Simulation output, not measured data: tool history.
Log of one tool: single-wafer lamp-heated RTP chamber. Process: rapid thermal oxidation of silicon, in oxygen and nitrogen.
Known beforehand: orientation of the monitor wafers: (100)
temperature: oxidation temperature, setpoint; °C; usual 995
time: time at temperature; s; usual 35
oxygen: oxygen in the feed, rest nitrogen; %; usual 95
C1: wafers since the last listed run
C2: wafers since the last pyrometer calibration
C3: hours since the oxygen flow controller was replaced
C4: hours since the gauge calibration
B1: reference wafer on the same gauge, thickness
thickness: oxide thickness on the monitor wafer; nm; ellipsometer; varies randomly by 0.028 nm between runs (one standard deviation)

Run 1, day 0.000: usual settings; C1 0; C2 5120; C3 6643.8; C4 53.2; B1 3.883. Result: thickness 4.948 nm.
Run 2, day 1.138: usual settings; C1 318; C2 5439; C3 6671.1; C4 80.5; B1 3.894. Result: thickness 4.880 nm.
Run 3, day 1.662: usual settings; C1 147; C2 5586; C3 6683.7; C4 93.1; B1 3.890. Result: thickness 4.899 nm.
Run 4, day 2.996: usual settings but oxygen 73 %; C1 373; C2 5959; C3 6715.7; C4 125.1; B1 3.892. Result: thickness 4.534 nm.
Run 5, day 4.321: usual settings but oxygen 73 %; C1 371; C2 6330; C3 6747.5; C4 156.9; B1 3.885. Result: thickness 4.554 nm.
Run 6, day 5.492: usual settings but oxygen 73 %; C1 327; C2 6658; C3 6775.6; C4 185.0; B1 3.889. Result: thickness 4.601 nm.
Run 7, day 6.225: usual settings; C1 205; C2 6864; C3 6793.2; C4 202.6; B1 3.888. Result: thickness 4.935 nm.
Run 8, day 7.538: usual settings; C1 367; C2 7231; C3 6824.7; C4 234.1; B1 3.886. Result: thickness 4.980 nm.
At day 7.862: gauge calibrated.
At day 7.892: oxygen flow controller replaced.
Run 9, day 8.388: usual settings but temperature 981 °C, time 47 s, oxygen 84 %; C1 144; C2 7376; C3 11.9; C4 12.6; B1 3.886. Result: thickness 4.867 nm.
At day 8.762: pyrometer window cleaned and pyrometer calibrated.
Run 10, day 8.908: usual settings but temperature 1023 °C, time 26 s, oxygen 81 %; C1 52; C2 40; C3 24.4; C4 25.1; B1 3.886. Result: thickness 4.753 nm.
Run 11, day 9.625: usual settings; C1 200; C2 241; C3 41.6; C4 42.3; B1 3.887. Result: thickness 4.676 nm.
Run 12, day 10.971: usual settings; C1 377; C2 618; C3 73.9; C4 74.6; B1 3.889. Result: thickness 4.715 nm.
Run 13, day 11.588: usual settings but temperature 1023 °C, time 23 s; C1 172; C2 791; C3 88.7; C4 89.4; B1 3.887. Result: thickness 4.841 nm.
Run 14, day 12.133: usual settings but temperature 1016 °C, time 26 s, oxygen 67 %; C1 152; C2 944; C3 101.8; C4 102.5; B1 3.888. Result: thickness 4.352 nm.
Run 15, day 13.238: usual settings but oxygen 98 %; C1 309; C2 1253; C3 128.3; C4 129.0; B1 3.890. Result: thickness 4.853 nm.
Run 16, day 13.762: usual settings but temperature 972 °C, time 20 s, oxygen 80 %; C1 147; C2 1400; C3 140.9; C4 141.6; B1 3.885. Result: thickness 3.141 nm.
Run 17, day 14.929: usual settings but time 28 s, oxygen 78 %; C1 326; C2 1727; C3 168.9; C4 169.6; B1 3.894. Result: thickness 4.099 nm.

Pick out some run-to-run changes in thickness. Of each, how much would a tool without hidden state show as well, from the settings, what came in and chance, and how much is left for the hidden state and any gauge scatter not in both results compared?
What the log doesn't record here: true wafer temperature minus pyrometer reading, K; deviation of the oxygen flow from its setpoint, %; gauge reads high (%).
Run 9 -> 10: temperature 981 -> 1023, time 47 -> 26, oxygen 84 -> 81, pyrometer window cleaned and pyrometer calibrated. thickness -0.114 nm: hidden state -0.302, all else +0.188.
Run 15 -> 16: temperature 995 -> 972, time 35 -> 20, oxygen 98 -> 80. thickness -1.712 nm: hidden state -0.074, all else -1.638.

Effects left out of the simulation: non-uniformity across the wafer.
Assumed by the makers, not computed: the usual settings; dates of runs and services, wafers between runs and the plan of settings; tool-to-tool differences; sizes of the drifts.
